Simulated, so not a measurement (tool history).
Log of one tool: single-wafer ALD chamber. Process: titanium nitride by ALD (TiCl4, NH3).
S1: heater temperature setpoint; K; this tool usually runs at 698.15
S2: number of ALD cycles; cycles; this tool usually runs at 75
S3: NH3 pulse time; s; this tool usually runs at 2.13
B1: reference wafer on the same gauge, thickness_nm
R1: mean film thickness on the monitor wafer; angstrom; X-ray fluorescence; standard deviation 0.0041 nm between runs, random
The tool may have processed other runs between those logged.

| run | hour | S1 | S2 | S3 | B1 | R1 |
|---|---|---|---|---|---|---|
| 1 | 0 | 710.15 | 75 | 2.13 | 1.879 | 16.2 |
| 2 | 38.2 | 710.15 | 75 | 2.13 | 1.879 | 16.16 |
| 3 | 85.5 | 698.15 | 82 | 2.13 | 1.879 | 17.67 |
| 4 | 210.9 | 698.15 | 82 | 2.13 | 1.878 | 17.61 |
| 5 | 274.1 | 698.15 | 82 | 2.13 | 1.877 | 17.66 |
| 6 | 327.3 | 698.15 | 75 | 2.81 | 1.875 | 16.32 |
| 7 | 375.1 | 698.15 | 75 | 2.81 | 1.874 | 16.32 |
| 8 | 409.7 | 698.15 | 75 | 2.81 | 1.874 | 16.23 |
| 9 | 454.7 | 698.15 | 75 | 2.13 | 1.874 | 16.06 |
| 10 | 522.4 | 698.15 | 75 | 2.13 | 1.871 | 16.08 |
| 11 | 568 | 698.15 | 75 | 2.13 | 1.871 | 16.09 |
| 12 | 596 | 698.15 | 75 | 2.38 | 1.87 | 16.1 |
| 13 | 632.2 | 698.15 | 75 | 2.38 | 1.868 | 16.12 |
| 14 | 659.3 | 698.15 | 75 | 2.13 | 1.869 | 16.06 |
| 15 | 704.6 | 698.15 | 75 | 2.13 | 1.865 | 16.14 |
| 16 | 758.2 | 698.15 | 75 | 2.13 | 1.863 | 16.13 |
| 17 | 812.6 | 698.15 | 88 | 2.13 | 1.862 | 18.79 |
| 18 | 882.1 | 693.15 | 75 | 2.13 | 1.859 | 15.93 |
| 19 | 953.6 | 698.15 | 75 | 2.13 | 1.855 | 15.96 |
| 20 | 979.8 | 691.15 | 75 | 1.81 | 1.854 | 15.77 |
| 21 | 1037.4 | 698.15 | 75 | 2.13 | 1.852 | 15.94 |
| 22 | 1100.9 | 698.15 | 75 | 2.35 | 1.848 | 15.95 |
| 23 | 1166.5 | 712.15 | 70 | 1.43 | 1.844 | 14.66 |
| 24 | 1218.9 | 698.15 | 75 | 2.13 | 1.84 | 15.85 |
| 25 | 1284.1 | 698.15 | 75 | 2.13 | 1.837 | 15.85 |
| 26 | 1337.7 | 698.15 | 75 | 2.13 | 1.89 | 16.29 |
| 27 | 1362 | 689.15 | 61 | 2.91 | 1.889 | 13.31 |
| 28 | 1419.4 | 711.15 | 87 | 2.85 | 1.89 | 19.06 |
| 29 | 1443.1 | 686.15 | 82 | 2.42 | 1.889 | 17.79 |
| 30 | 1510.4 | 698.15 | 68 | 2.84 | 1.889 | 14.87 |
| 31 | 1723.9 | 703.15 | 67 | 1.74 | 1.887 | 14.37 |
| 32 | 1774.7 | 698.15 | 75 | 2.13 | 1.885 | 16.22 |
| 33 | 1825.1 | 686.15 | 66 | 1.65 | 1.883 | 14.02 |
| 34 | 1872.2 | 698.15 | 75 | 2.13 | 1.883 | 16.17 |
| 35 | 1926.2 | 702.15 | 75 | 2.13 | 1.881 | 16.25 |
| 36 | 1955.9 | 698.15 | 69 | 2.42 | 1.881 | 14.95 |
| 37 | 2129 | 698.15 | 75 | 2.13 | 1.876 | 16.11 |
| 38 | 2156.2 | 689.15 | 82 | 2.13 | 1.874 | 17.56 |
| 39 | 2211.7 | 698.15 | 75 | 2.13 | 1.872 | 16.07 |
| 40 | 2278.4 | 684.15 | 75 | 2.13 | 1.868 | 16.09 |

Withheld: 3 entries from between the runs. Position of each, and hidden state at the listed run before versus the listed run after:
Between runs 25 and 26: gauge calibrated (hour 1318.5)
  gauge reads high (%): -2.82 -> -0.00982
  what was measured, less what the result would be without the hidden state, R1: -0.46 -> +0 angstrom
Between runs 27 and 28: thermocouple changed; heater temperature recalibrated (hour 1418.9)
  gauge reads high (%): -0.0117 -> -0.0217
  what was measured, less what the result would be without the hidden state, R1: -0.01 -> -0.01 angstrom
Between runs 31 and 32: showerhead replaced (hour 1747.3)
  gauge reads high (%): -0.208 -> -0.26
  what was measured, less what the result would be without the hidden state, R1: -0.03 -> -0.04 angstrom

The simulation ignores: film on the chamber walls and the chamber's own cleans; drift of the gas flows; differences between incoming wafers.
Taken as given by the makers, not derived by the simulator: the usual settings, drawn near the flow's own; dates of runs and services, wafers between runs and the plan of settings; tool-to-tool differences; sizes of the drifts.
